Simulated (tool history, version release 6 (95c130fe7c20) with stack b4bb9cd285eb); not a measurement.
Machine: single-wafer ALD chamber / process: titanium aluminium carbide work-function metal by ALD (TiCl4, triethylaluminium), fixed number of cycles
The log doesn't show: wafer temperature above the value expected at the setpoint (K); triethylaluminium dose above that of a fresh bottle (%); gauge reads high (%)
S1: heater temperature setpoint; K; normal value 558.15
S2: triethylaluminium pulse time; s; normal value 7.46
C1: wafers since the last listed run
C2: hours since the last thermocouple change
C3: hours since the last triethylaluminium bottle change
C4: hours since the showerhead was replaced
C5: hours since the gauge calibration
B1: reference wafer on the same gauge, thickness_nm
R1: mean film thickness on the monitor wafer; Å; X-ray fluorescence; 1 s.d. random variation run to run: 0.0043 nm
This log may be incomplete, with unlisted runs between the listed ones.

| run | hour | S1 | S2 | C1 | C2 | C3 | C4 | C5 | B1 | R1 |
|---|---|---|---|---|---|---|---|---|---|---|
| 1 | 0 | 558.15 | 7.46 | 0 | 1735.6 | 1228.5 | 6481.4 | 124.8 | 2.079 | 16.13 |
| 2 | 26 | 558.15 | 7.46 | 410 | 1761.6 | 1254.5 | 6507.4 | 150.8 | 2.081 | 16.07 |
| 3 | 40.1 | 558.15 | 7.46 | 222 | 1775.7 | 1268.6 | 6521.5 | 164.9 | 2.079 | 16.15 |
| 4 | 51 | 558.15 | 7.46 | 172 | 1786.6 | 1279.5 | 6532.4 | 175.8 | 2.08 | 16.15 |
|  | 55.6 | gauge calibrated |
| 5 | 67.9 | 558.15 | 7.46 | 266 | 1803.5 | 1296.4 | 6549.3 | 12.3 | 2.08 | 16.13 |
| 6 | 74.8 | 565.15 | 8.32 | 108 | 1810.4 | 1303.3 | 6556.2 | 19.2 | 2.08 | 16.94 |
| 7 | 84.5 | 552.15 | 7.46 | 153 | 1820.1 | 1313 | 6565.9 | 28.9 | 2.081 | 15.69 |
| 8 | 91.7 | 558.15 | 7.46 | 113 | 1827.3 | 1320.2 | 6573.1 | 36.1 | 2.08 | 16.1 |
| 9 | 100.2 | 558.15 | 7.46 | 134 | 1835.8 | 1328.7 | 6581.6 | 44.6 | 2.08 | 16.09 |
| 10 | 107.9 | 558.15 | 7.46 | 121 | 1843.5 | 1336.4 | 6589.3 | 52.3 | 2.083 | 16.12 |
|  | 120 | thermocouple changed; heater temperature recalibrated |
| 11 | 120.5 | 558.15 | 7.46 | 72 | 0.5 | 1349 | 6601.9 | 64.9 | 2.08 | 16.09 |
| 12 | 142.5 | 549.15 | 6.62 | 347 | 22.5 | 1371 | 6623.9 | 86.9 | 2.08 | 15.02 |
| 13 | 148.9 | 558.15 | 5.93 | 101 | 28.9 | 1377.4 | 6630.3 | 93.3 | 2.081 | 15.25 |
|  | 159.6 | triethylaluminium bottle replaced |
| 14 | 161.8 | 558.15 | 9.85 | 77 | 41.8 | 2.2 | 6643.2 | 106.2 | 2.08 | 17.96 |
| 15 | 169.1 | 571.15 | 7.46 | 115 | 49.1 | 9.5 | 6650.5 | 113.5 | 2.081 | 18.06 |
| 16 | 184.6 | 571.15 | 5 | 244 | 64.6 | 25 | 6666 | 129 | 2.078 | 16.87 |
|  | 194.6 | gauge calibrated |
|  | 196.2 | showerhead replaced |
| 17 | 196.9 | 558.15 | 7.46 | 67 | 76.9 | 37.3 | 0.7 | 2.3 | 2.08 | 17.13 |
| 18 | 207.4 | 558.15 | 9.85 | 165 | 87.4 | 47.8 | 11.2 | 12.8 | 2.081 | 17.8 |
| 19 | 215.7 | 558.15 | 7.46 | 131 | 95.7 | 56.1 | 19.5 | 21.1 | 2.079 | 17.17 |
| 20 | 226.9 | 558.15 | 7.46 | 176 | 106.9 | 67.3 | 30.7 | 32.3 | 2.078 | 17.08 |
| 21 | 241.1 | 549.15 | 4.7 | 224 | 121.1 | 81.5 | 44.9 | 46.5 | 2.08 | 14.99 |
| 22 | 256 | 566.15 | 6.29 | 235 | 136 | 96.4 | 59.8 | 61.4 | 2.08 | 17.01 |

Consider 4 possible next runs. They are alternatives, not a sequence: every one starts from the tool as it was left by run 22. What does each give?
| A | 256.4 | 570.15 | 7.46 | 6 | 136.4 | 96.8 | 60.2 | 61.8 | ? | ? |
| B | 256.4 | 546.15 | 10.01 | 6 | 136.4 | 96.8 | 60.2 | 61.8 | ? | ? |
| C | 256.4 | 550.15 | 5.88 | 6 | 136.4 | 96.8 | 60.2 | 61.8 | ? | ? |
| D | 256.4 | 567.15 | 6.26 | 6 | 136.4 | 96.8 | 60.2 | 61.8 | ? | ? |

| run | B1 | R1 |
|---|---|---|
| A | 2.078 | 17.81 |
| B | 2.078 | 16.89 |
| C | 2.078 | 15.74 |
| D | 2.078 | 17.06 |
Without the tool's unlogged condition, the same runs would have read:
| run | R1 |
|---|---|
| A | 18.18 |
| B | 17.12 |
| C | 16.15 |
| D | 17.48 |
